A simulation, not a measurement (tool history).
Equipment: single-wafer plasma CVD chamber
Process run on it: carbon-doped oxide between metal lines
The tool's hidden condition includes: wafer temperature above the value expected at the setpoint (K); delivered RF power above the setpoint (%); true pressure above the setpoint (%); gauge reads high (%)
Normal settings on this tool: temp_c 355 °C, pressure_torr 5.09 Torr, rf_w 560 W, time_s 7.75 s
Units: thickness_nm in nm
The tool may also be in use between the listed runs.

| run | day | temp_c | pressure_torr | rf_w | time_s | wafers since the last listed run | hours since the last thermocouple change | hours since the last RF generator calibration | hours since the last manometer calibration | hours since the showerhead was replaced | hours since the gauge calibration | read-back reference wafer on the same gauge, thickness_nm | thickness_nm |
|---|---|---|---|---|---|---|---|---|---|---|---|---|---|
| 1 | 0.000 | 355 | 5.09 | 560 | 7.75 | 0 | 1743.0 | 848.6 | 2054.3 | 2717.7 | 684.3 | 43.705 | 41.760 |
| 2 | 2.742 | 355 | 5.09 | 560 | 7.75 | 1185 | 1808.8 | 914.4 | 2120.1 | 2783.5 | 750.1 | 43.713 | 41.567 |
| 3 | 5.029 | 355 | 5.09 | 560 | 7.75 | 989 | 1863.7 | 969.3 | 2175.0 | 2838.4 | 805.0 | 43.712 | 41.362 |
| 4 | 7.071 | 355 | 5.09 | 560 | 8.19 | 883 | 1912.7 | 1018.3 | 2224.0 | 2887.4 | 854.0 | 43.726 | 43.768 |
| 5 | 10.496 | 355 | 5.09 | 560 | 7.75 | 1481 | 1994.9 | 1100.5 | 2306.2 | 2969.6 | 936.2 | 43.672 | 41.212 |
|  | 12.346 | thermocouple changed; heater temperature recalibrated |
| 6 | 14.396 | 347 | 5.09 | 560 | 7.75 | 1542 | 49.2 | 1194.1 | 2399.8 | 3063.2 | 1029.8 | 43.675 | 42.558 |
| 7 | 17.671 | 351 | 5.09 | 560 | 7.75 | 1416 | 127.8 | 1272.7 | 2478.4 | 3141.8 | 1108.4 | 43.710 | 41.891 |
| 8 | 21.617 | 368 | 4.11 | 560 | 7.75 | 1706 | 222.5 | 1367.4 | 2573.1 | 3236.5 | 1203.1 | 43.678 | 37.795 |
| 9 | 23.821 | 360 | 5.09 | 560 | 7.75 | 953 | 275.4 | 1420.3 | 2626.0 | 3289.4 | 1256.0 | 43.691 | 40.647 |
| 10 | 28.004 | 355 | 5.58 | 560 | 8.18 | 1809 | 375.8 | 1520.7 | 2726.4 | 3389.8 | 1356.4 | 43.665 | 44.146 |
|  | 28.529 | capacitance manometer re-zeroed and calibrated |
|  | 30.533 | RF generator calibrated |
|  | 31.612 | showerhead replaced |
| 11 | 32.129 | 355 | 5.09 | 560 | 7.75 | 1351 | 474.8 | 38.3 | 86.4 | 12.4 | 1455.4 | 43.700 | 42.492 |
| 12 | 35.604 | 355 | 5.09 | 560 | 7.75 | 1503 | 558.2 | 121.7 | 169.8 | 95.8 | 1538.8 | 43.698 | 42.515 |
| 13 | 38.004 | 362 | 5.09 | 595 | 6.71 | 1038 | 615.8 | 179.3 | 227.4 | 153.4 | 1596.4 | 43.685 | 37.944 |
| 14 | 41.717 | 351 | 6.03 | 460 | 8.43 | 1605 | 704.9 | 268.4 | 316.5 | 242.5 | 1685.5 | 43.704 | 40.527 |

Run 15 comes next. What will it give?
| 15 | 43.567 | 355 | 5.09 | 560 | 7.75 | 800 | 749.3 | 312.8 | 360.9 | 286.9 | 1729.9 | ? | ? |

{"run 15": {"read-back reference wafer on the same gauge, thickness_nm": 43.666, "thickness_nm": 42.521}}
Take away the tool's hidden state, keep the run-to-run variation as it was, and the same run would have given thickness_nm 41.694 nm.
